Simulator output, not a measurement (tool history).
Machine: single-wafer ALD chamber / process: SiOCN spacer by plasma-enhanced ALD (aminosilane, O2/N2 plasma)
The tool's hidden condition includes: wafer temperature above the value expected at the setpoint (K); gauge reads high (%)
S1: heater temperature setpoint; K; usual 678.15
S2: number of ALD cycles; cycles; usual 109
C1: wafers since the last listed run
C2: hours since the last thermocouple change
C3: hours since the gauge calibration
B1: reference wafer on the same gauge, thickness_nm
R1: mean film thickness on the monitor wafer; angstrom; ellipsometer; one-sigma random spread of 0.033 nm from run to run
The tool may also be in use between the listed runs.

| run | day | S1 | S2 | C1 | C2 | C3 | B1 | R1 |
|---|---|---|---|---|---|---|---|---|
| 1 | 0.000 | 678.15 | 109 | 0 | 758.5 | 116.4 | 6.637 | 68.78 |
| 2 | 0.492 | 678.15 | 109 | 39 | 770.3 | 128.2 | 6.631 | 68.40 |
| 3 | 0.808 | 678.15 | 98 | 25 | 777.9 | 135.8 | 6.624 | 61.80 |
| 4 | 1.188 | 678.15 | 98 | 30 | 787.0 | 144.9 | 6.638 | 62.72 |
| 5 | 1.883 | 678.15 | 109 | 55 | 803.7 | 161.6 | 6.633 | 68.27 |
| 6 | 2.358 | 678.15 | 109 | 38 | 815.1 | 173.0 | 6.627 | 69.20 |
| 7 | 2.771 | 678.15 | 109 | 33 | 825.0 | 182.9 | 6.633 | 69.24 |
| 8 | 3.112 | 678.15 | 119 | 27 | 833.2 | 191.1 | 6.630 | 76.07 |
| 9 | 3.533 | 678.15 | 119 | 33 | 843.3 | 201.2 | 6.627 | 75.26 |
|  | 3.642 | gauge calibrated |
| 10 | 3.800 | 678.15 | 119 | 21 | 849.7 | 3.8 | 6.627 | 74.97 |
| 11 | 4.204 | 683.15 | 95 | 32 | 859.4 | 13.5 | 6.635 | 59.46 |
| 12 | 4.862 | 683.15 | 95 | 52 | 875.2 | 29.3 | 6.632 | 59.50 |
| 13 | 5.496 | 678.15 | 109 | 50 | 890.4 | 44.5 | 6.629 | 68.67 |
| 14 | 6.183 | 678.15 | 101 | 55 | 906.9 | 61.0 | 6.641 | 64.06 |
| 15 | 6.575 | 678.15 | 92 | 31 | 916.3 | 70.4 | 6.625 | 58.17 |
| 16 | 6.979 | 678.15 | 109 | 32 | 926.0 | 80.1 | 6.622 | 69.14 |
| 17 | 7.700 | 668.15 | 97 | 57 | 943.3 | 97.4 | 6.627 | 62.10 |
| 18 | 8.204 | 671.15 | 109 | 40 | 955.4 | 109.5 | 6.630 | 70.06 |
| 19 | 8.508 | 684.15 | 93 | 24 | 962.7 | 116.8 | 6.630 | 57.54 |
| 20 | 8.846 | 668.15 | 130 | 27 | 970.8 | 124.9 | 6.628 | 82.79 |
| 21 | 9.325 | 665.15 | 109 | 38 | 982.3 | 136.4 | 6.631 | 70.52 |
| 22 | 9.825 | 664.15 | 92 | 40 | 994.3 | 148.4 | 6.627 | 58.84 |
| 23 | 10.304 | 687.15 | 109 | 38 | 1005.8 | 159.9 | 6.627 | 67.53 |
|  | 10.800 | thermocouple changed; heater temperature recalibrated |
|  | 11.308 | gauge calibrated |
| 24 | 12.192 | 678.15 | 109 | 124 | 33.4 | 21.2 | 6.626 | 69.18 |
| 25 | 12.917 | 678.15 | 109 | 58 | 50.8 | 38.6 | 6.632 | 69.36 |
| 26 | 13.446 | 674.15 | 93 | 42 | 63.5 | 51.3 | 6.636 | 59.57 |
| 27 | 13.746 | 678.15 | 130 | 24 | 70.7 | 58.5 | 6.632 | 82.06 |
| 28 | 14.175 | 665.15 | 91 | 34 | 81.0 | 68.8 | 6.629 | 58.48 |
| 29 | 14.438 | 665.15 | 98 | 21 | 87.3 | 75.1 | 6.632 | 62.64 |
| 30 | 14.862 | 678.15 | 119 | 34 | 97.5 | 85.3 | 6.628 | 74.89 |
| 31 | 15.175 | 678.15 | 109 | 25 | 105.0 | 92.8 | 6.629 | 68.77 |
| 32 | 15.708 | 687.15 | 126 | 42 | 117.8 | 105.6 | 6.634 | 78.22 |
| 33 | 16.158 | 678.15 | 109 | 36 | 128.6 | 116.4 | 6.628 | 68.72 |

Below are 5 alternative next runs, each starting from the tool's condition after run 33. Predict each:
| A | 16.183 | 678.15 | 109 | 2 | 129.2 | 117.0 | ? | ? |
| B | 16.183 | 678.15 | 88 | 2 | 129.2 | 117.0 | ? | ? |
| C | 16.183 | 688.15 | 125 | 2 | 129.2 | 117.0 | ? | ? |
| D | 16.183 | 689.15 | 109 | 2 | 129.2 | 117.0 | ? | ? |
| E | 16.183 | 688.15 | 109 | 2 | 129.2 | 117.0 | ? | ? |

| run | B1 | R1 |
|---|---|---|
| A | 6.632 | 69.27 |
| B | 6.632 | 55.93 |
| C | 6.632 | 77.31 |
| D | 6.632 | 67.23 |
| E | 6.632 | 67.41 |
The same runs, with their run-to-run variation unchanged, on a tool lacking any hidden condition would have given:
| run | R1 |
|---|---|
| A | 69.27 |
| B | 55.93 |
| C | 77.31 |
| D | 67.23 |
| E | 67.41 |
